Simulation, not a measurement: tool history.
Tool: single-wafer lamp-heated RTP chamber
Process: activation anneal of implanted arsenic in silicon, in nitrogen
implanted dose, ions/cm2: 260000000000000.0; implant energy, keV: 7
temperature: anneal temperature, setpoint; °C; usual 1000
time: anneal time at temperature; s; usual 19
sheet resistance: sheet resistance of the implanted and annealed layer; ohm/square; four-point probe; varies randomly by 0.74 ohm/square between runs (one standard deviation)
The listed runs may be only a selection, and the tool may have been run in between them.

run   hour  temperature  time  wafers since the last listed run  wafers since the last pyrometer calibration  wafers since the reflector plate was cleaned  hours since the gauge calibration  read-back reference wafer on the same gauge, sheet resistance  sheet resistance
  1    0.0         1010    12                                 0                                         2203                                          4470                              466.8                                                         347.96            347.20
  2   15.6         1012    19                               267                                         2471                                          4738                              482.4                                                         348.00            341.37
      35.6  -- gauge calibrated
      44.3  -- pyrometer window cleaned and pyrometer calibrated
  3   44.8         1010    19                               363                                            8                                          5101                                9.2                                                         347.94            340.95
  4   69.2         1000    19                               418                                          427                                          5520                               33.6                                                         347.89            344.45
  5  102.8         1000    19                               576                                         1003                                          6096                               67.2                                                         348.12            345.70
  6  127.5         1022    26                               423                                         1426                                          6519                               91.9                                                         347.95            333.26
  7  158.2         1022    26                               526                                         1953                                          7046                              122.6                                                         348.08            332.40
  8  177.9         1000    19                               337                                         2291                                          7384                              142.3                                                         347.94            344.34
  9  202.5         1000    19                               421                                         2713                                          7806                              166.9                                                         348.03            343.79
     224.5  -- pyrometer window cleaned and pyrometer calibrated
 10  225.0         1000    19                               248                                            9                                          8054                              189.4                                                         348.02            343.34
 11  241.0         1006    19                               274                                          283                                          8329                              205.4                                                         347.80            342.97
 12  275.3         1011    19                               588                                          871                                          8917                              239.7                                                         347.90            342.34
 13  294.8         1011    19                               334                                         1206                                          9251                              259.2                                                         347.93            340.18
 14  313.6         1000    19                               322                                         1528                                          9574                              278.0                                                         347.97            343.25
 15  327.6         1000    19                               240                                         1768                                          9814                              292.0                                                         347.95            344.77
 16  359.0         1000    19                               538                                         2307                                         10352                              323.4                                                         347.89            342.99
     394.2  -- pyrometer window cleaned and pyrometer calibrated
 17  394.7          993    19                               475                                            8                                         10827                              359.1                                                         347.81            347.68
 18  423.7         1000    19                               497                                          505                                         11325                              388.1                                                         348.05            344.84
 19  451.4          971     9                               475                                          980                                         11800                              415.8                                                         347.91            357.60
 20  479.5         1000    11                               481                                         1462                                         12282                              443.9                                                         347.96            350.27
 21  502.0          975    30                               385                                         1848                                         12667                              466.4                                                         347.97            346.28
 22  526.7         1018    19                               423                                         2272                                         13091                              491.1                                                         347.99            339.94
     553.6  -- gauge calibrated
 23  560.2         1000    19                               574                                         2846                                         13666                                6.6                                                         347.93            343.82
     580.2  -- pyrometer window cleaned and pyrometer calibrated
     583.7  -- reflector plate cleaned
 24  660.1          980    28                              1514                                         1309                                          1309                              106.5                                                         347.91            343.20
 25  695.0         1029     9                               598                                         1908                                          1908                              141.4                                                         348.01            342.19
 26  728.1          988    28                               567                                         2475                                          2475                              174.5                                                         347.95            342.52
 27  742.3         1016    14                               243                                         2719                                          2719                              188.7                                                         348.06            342.68
     758.3  -- reflector plate cleaned, repeated, since the last time left the tool worse
 28  767.0         1000    19                               286                                         3005                                           149                              213.4                                                         347.97            345.46
     775.8  -- pyrometer window cleaned and pyrometer calibrated
 29  781.2         1000    19                               106                                           92                                           255                              227.6                                                         348.02            346.73
 30  846.4          981    23                              1118                                         1210                                          1373                              292.8                                                         348.09            348.08
 31  883.6         1000    27                               637                                         1848                                          2011                              330.0                                                         347.93            340.49
 32  915.8         1018    19                               552                                         2400                                          2563                              362.2                                                         347.91            339.23
 33  945.8         1000    19                               514                                         2915                                          3078                              392.2                                                         348.01            345.34
     958.3  -- pyrometer window cleaned and pyrometer calibrated
 34  962.0         1000    10                               140                                           63                                          3218                              408.4                                                         347.99            351.39
 35  982.0         1014    19                               342                                          406                                          3561                              428.4                                                         348.03            340.96

Each row is a separate what-if for the run after 35, all from the same tool condition, not one after another. Results?
  A  982.4          982    19                                 6                                          413                                          3568                              428.8                                                              ?                 ?
  B  982.4          984    15                                 6                                          413                                          3568                              428.8                                                              ?                 ?
  C  982.4          985    19                                 6                                          413                                          3568                              428.8                                                              ?                 ?

run  read-back reference wafer on the same gauge, sheet resistance  sheet resistance
  A                                                         348.09            348.91
  B                                                         348.09            350.70
  C                                                         348.09            348.15
Take away the tool's hidden state, keep each run's random variation, and the runs would have read:
run  sheet resistance
  A            349.58
  B            351.29
  C            348.83
